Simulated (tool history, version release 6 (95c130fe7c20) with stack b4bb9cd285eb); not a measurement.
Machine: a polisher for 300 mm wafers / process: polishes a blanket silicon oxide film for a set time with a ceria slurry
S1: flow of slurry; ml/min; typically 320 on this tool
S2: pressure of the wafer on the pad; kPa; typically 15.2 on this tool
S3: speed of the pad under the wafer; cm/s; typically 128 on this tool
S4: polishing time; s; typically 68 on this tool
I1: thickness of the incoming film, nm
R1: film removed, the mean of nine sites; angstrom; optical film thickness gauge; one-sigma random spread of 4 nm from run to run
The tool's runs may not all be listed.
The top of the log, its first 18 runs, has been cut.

run 19 day=53.742 | S1=320 S2=15.2 S3=128 S4=68 | I1=1244.9 | R1=3183
-- day=53.962 head pressure recalibrated
run 20 day=56.708 | S1=320 S2=15.2 S3=128 S4=68 | I1=1232.1 | R1=3178
run 21 day=61.192 | S1=320 S2=15.2 S3=128 S4=68 | I1=1208.7 | R1=3207
-- day=62.079 worn pad replaced by a new one
run 22 day=64.933 | S1=320 S2=15.2 S3=128 S4=44 | I1=1223.1 | R1=2041
run 23 day=68.083 | S1=320 S2=20 S3=128 S4=89 | I1=1244 | R1=4943
run 24 day=70.267 | S1=385 S2=18.6 S3=128 S4=68 | I1=1233.9 | R1=3650
-- day=72.067 slurry nozzle cleaned
run 25 day=73.6 | S1=320 S2=15.2 S3=128 S4=68 | I1=1221.3 | R1=3260
-- day=75.783 head pressure recalibrated
run 26 day=76.654 | S1=395 S2=16.5 S3=170 S4=61 | I1=1225.3 | R1=3719
run 27 day=78.45 | S1=320 S2=15.2 S3=144 S4=68 | I1=1232.7 | R1=3436
run 28 day=80.758 | S1=320 S2=15.2 S3=128 S4=68 | I1=1245.9 | R1=3241
-- day=83.829 worn pad replaced by a new one
-- day=91.162 slurry nozzle cleaned
run 29 day=93.779 | S1=320 S2=15.2 S3=168 S4=55 | I1=1226.2 | R1=3090
run 30 day=95.775 | S1=220 S2=15.2 S3=128 S4=78 | I1=1221 | R1=3559
-- day=99.746 head pressure recalibrated
-- day=107.162 worn pad replaced by a new one
run 31 day=107.196 | S1=410 S2=15.2 S3=152 S4=68 | I1=1228.5 | R1=3653

Branching from run 31: 4 alternative next runs. What would each branch give?
run A day=107.212 | S1=320 S2=15.2 S3=128 S4=68 | I1=1240.7 | R1=?
run B day=107.212 | S1=350 S2=11.7 S3=116 S4=91 | I1=1240.7 | R1=?
run C day=107.212 | S1=320 S2=20 S3=86 S4=68 | I1=1240.7 | R1=?
run D day=107.212 | S1=260 S2=13.1 S3=90 S4=76 | I1=1240.7 | R1=?

run=A R1=3141
run=B R1=3424
run=C R1=2898
run=D R1=2511
Without the tool's hidden state the same runs would have given:
run=A R1=3141
run=B R1=3424
run=C R1=2898
run=D R1=2511

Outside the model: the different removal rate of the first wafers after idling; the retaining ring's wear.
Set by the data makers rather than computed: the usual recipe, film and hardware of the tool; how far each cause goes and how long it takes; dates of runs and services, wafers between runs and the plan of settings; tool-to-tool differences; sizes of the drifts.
